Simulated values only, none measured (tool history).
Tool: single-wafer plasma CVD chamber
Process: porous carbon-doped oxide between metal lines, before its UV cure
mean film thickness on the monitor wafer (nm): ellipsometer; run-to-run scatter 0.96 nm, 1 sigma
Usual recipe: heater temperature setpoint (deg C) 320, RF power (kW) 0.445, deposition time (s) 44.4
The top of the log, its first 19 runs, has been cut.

run,hour,heater temperature setpoint (deg C),RF power (kW),deposition time (s),wafers since the last listed run,hours since the last thermocouple change,hours since the last RF generator calibration,hours since the showerhead was replaced,hours since the gauge calibration,"read-back reference wafer on the same gauge, thickness_nm",mean film thickness on the monitor wafer (nm)
# hour 1036.9: thermocouple changed; heater temperature recalibrated
20,1055.1,320,0.445,44.4,1179,18.2,299.4,138.9,357.9,213.143,190.567
21,1094.9,320,0.445,44.4,745,58,339.2,178.7,397.7,212.673,189.475
22,1158.4,334,0.515,44.4,1189,121.5,402.7,242.2,461.2,213.288,193.343
23,1185.7,310,0.505,37.7,511,148.8,430,269.5,488.5,212.974,182.831
24,1229.6,325,0.5,49.1,822,192.7,473.9,313.4,532.4,213.051,217.841
25,1293.9,309,0.445,50.9,1204,257,538.2,377.7,596.7,213.278,227.312
26,1320.3,334,0.4,48.9,494,283.4,564.6,404.1,623.1,213.141,181.327
27,1369.6,334,0.4,48.9,923,332.7,613.9,453.4,672.4,213.029,183.523
28,1439.5,320,0.445,44.4,1309,402.6,683.8,523.3,742.3,213.034,187.042
29,1507.4,320,0.5,47,1271,470.5,751.7,591.2,810.2,212.739,211.995
30,1562.6,320,0.445,49.6,1033,525.7,806.9,646.4,865.4,212.967,209.906
31,1627.4,320,0.475,47.5,1213,590.5,871.7,711.2,930.2,212.751,208.011

Here are 4 independent what-if runs from the current tool condition. What would each one return?
A,1627.8,320,0.445,44.4,7,590.9,872.1,711.6,930.6,?,?
B,1627.8,310,0.42,53,7,590.9,872.1,711.6,930.6,?,?
C,1627.8,320,0.51,46.8,7,590.9,872.1,711.6,930.6,?,?
D,1627.8,312,0.49,51.3,7,590.9,872.1,711.6,930.6,?,?

run,"read-back reference wafer on the same gauge, thickness_nm",mean film thickness on the monitor wafer (nm)
A,213.162,188.603
B,213.162,227.825
C,213.162,215.151
D,213.162,239.493
What these runs would have given with no unlogged condition in the tool:
run,mean film thickness on the monitor wafer (nm)
A,198.282
B,239.517
C,224.72
D,250.43
